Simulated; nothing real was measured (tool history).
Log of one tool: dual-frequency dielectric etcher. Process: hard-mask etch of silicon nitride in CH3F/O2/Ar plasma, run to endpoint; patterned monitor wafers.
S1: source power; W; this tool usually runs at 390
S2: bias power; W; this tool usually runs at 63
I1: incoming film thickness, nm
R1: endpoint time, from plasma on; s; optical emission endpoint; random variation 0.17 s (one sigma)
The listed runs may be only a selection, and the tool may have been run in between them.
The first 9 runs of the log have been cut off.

| run | hour | S1 | S2 | I1 | R1 |
|---|---|---|---|---|---|
| 10 | 254 | 390 | 63 | 36.18 | 54.7 |
| 11 | 269.6 | 390 | 63 | 36.84 | 55.9 |
| 12 | 285.3 | 460 | 63 | 36.84 | 53.2 |
| 13 | 305.3 | 460 | 63 | 36.93 | 53.2 |
| 14 | 323.3 | 460 | 63 | 37.1 | 53.4 |
| 15 | 340.3 | 390 | 63 | 37.05 | 56.1 |
| 16 | 363.1 | 390 | 63 | 37.22 | 56.2 |
| 17 | 378.4 | 350 | 71 | 36.58 | 55.4 |
| 18 | 400.1 | 320 | 63 | 37.44 | 59.6 |
| 19 | 426 | 390 | 63 | 36.89 | 56.2 |
| 20 | 527.1 | 390 | 63 | 36.93 | 56.2 |
| 21 | 541.8 | 340 | 63 | 36.87 | 58.5 |
|  | 593.6 | upper electrode replaced |
| 22 | 594.1 | 480 | 74 | 36.9 | 51.8 |
| 23 | 594.4 | 460 | 63 | 36.91 | 53.9 |

What does the tool deliver on the next run?
|  | 607.3 | source power generator calibrated |
| 24 | 620 | 350 | 56 | 37.13 | ? |

R1: 59.8 s
Were there no unlogged condition in the tool, this run, its random variation unchanged, would have produced R1 58.8 s.
